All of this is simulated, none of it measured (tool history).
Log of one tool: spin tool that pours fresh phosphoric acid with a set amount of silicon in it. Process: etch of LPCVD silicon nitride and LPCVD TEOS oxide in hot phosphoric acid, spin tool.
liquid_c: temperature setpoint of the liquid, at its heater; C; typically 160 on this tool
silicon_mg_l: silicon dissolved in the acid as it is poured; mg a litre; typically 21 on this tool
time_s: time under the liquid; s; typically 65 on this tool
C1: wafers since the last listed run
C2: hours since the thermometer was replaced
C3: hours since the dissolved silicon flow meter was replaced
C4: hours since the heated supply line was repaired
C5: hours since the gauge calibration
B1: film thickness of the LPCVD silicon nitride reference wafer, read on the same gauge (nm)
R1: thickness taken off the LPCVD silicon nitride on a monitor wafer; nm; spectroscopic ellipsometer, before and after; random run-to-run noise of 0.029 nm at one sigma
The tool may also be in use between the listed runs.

Run 1, day 0: usual settings; C1 0; C2 926.4; C3 669.6; C4 268.8; C5 22.4; B1 70.416. Result: R1 4.439 nm.
Run 2, day 3.238: usual settings; C1 1238; C2 1004.1; C3 747.3; C4 346.5; C5 100.1; B1 70.573. Result: R1 4.548 nm.
Run 3, day 5.117: usual settings; C1 718; C2 1049.2; C3 792.4; C4 391.6; C5 145.2; B1 70.646. Result: R1 4.463 nm.
Run 4, day 6.812: usual settings; C1 648; C2 1089.9; C3 833.1; C4 432.3; C5 185.9; B1 70.705. Result: R1 4.473 nm.
Run 5, day 9.917: usual settings but silicon_mg_l 14 mg a litre; C1 1187; C2 1164.4; C3 907.6; C4 506.8; C5 260.4; B1 70.798. Result: R1 4.523 nm.
Run 6, day 12.692: usual settings but silicon_mg_l 33.5 mg a litre; C1 1061; C2 1231; C3 974.2; C4 573.4; C5 327; B1 70.893. Result: R1 4.518 nm.
Run 7, day 16.121: usual settings but silicon_mg_l 7.5 mg a litre; C1 1312; C2 1313.3; C3 1056.5; C4 655.7; C5 409.3; B1 71.054. Result: R1 4.529 nm.
At day 18.325: thermometer replaced.
At day 18.904: heated supply line repaired.
Run 8, day 19.762: usual settings but silicon_mg_l 14 mg a litre; C1 1361; C2 34.5; C3 1143.9; C4 20.6; C5 496.7; B1 71.165. Result: R1 4.503 nm.
Run 9, day 22.517: usual settings but liquid_c 162 C, silicon_mg_l 14.5 mg a litre; C1 1053; C2 100.6; C3 1210; C4 86.7; C5 562.8; B1 71.268. Result: R1 4.886 nm.
Run 10, day 25.746: usual settings but liquid_c 163 C, time_s 85 s; C1 1235; C2 178.1; C3 1287.5; C4 164.2; C5 640.3; B1 71.387. Result: R1 6.546 nm.
At day 27.454: dissolved silicon flow meter replaced.
Run 11, day 29.217: usual settings; C1 1312; C2 261.4; C3 42.3; C4 247.5; C5 723.6; B1 71.527. Result: R1 4.54 nm.
Run 12, day 32.446: usual settings; C1 1235; C2 338.9; C3 119.8; C4 325; C5 801.1; B1 71.632. Result: R1 4.582 nm.
Run 13, day 35.788: usual settings but silicon_mg_l 29 mg a litre; C1 1278; C2 419.1; C3 200; C4 405.2; C5 881.3; B1 71.742. Result: R1 4.57 nm.
Run 14, day 37.633: usual settings but liquid_c 158 C, silicon_mg_l 28 mg a litre, time_s 100 s; C1 706; C2 463.4; C3 244.3; C4 449.5; C5 925.6; B1 71.844. Result: R1 6.63 nm.
Run 15, day 40.483: usual settings; C1 1090; C2 531.8; C3 312.7; C4 517.9; C5 994; B1 71.932. Result: R1 4.537 nm.
Run 16, day 44.388: usual settings; C1 1493; C2 625.5; C3 406.4; C4 611.6; C5 1087.7; B1 72.056. Result: R1 4.637 nm.
Run 17, day 47.296: usual settings but liquid_c 161 C, silicon_mg_l 29.5 mg a litre, time_s 25 s; C1 1112; C2 695.3; C3 476.2; C4 681.4; C5 1157.5; B1 72.154. Result: R1 1.826 nm.
Run 18, day 49.354: usual settings but liquid_c 157.5 C, silicon_mg_l 6.5 mg a litre; C1 787; C2 744.7; C3 525.6; C4 730.8; C5 1206.9; B1 72.246. Result: R1 4.255 nm.

What will run 19 give?
Run 19, day 51.529: usual settings but time_s 75 s; C1 832; C2 796.9; C3 577.8; C4 783; C5 1259.1; B1 ?. Result: R1 ?.

B1: 72.351
R1: 5.297 nm
The same run, on a tool lacking any hidden state, would have yielded R1 5.125 nm.
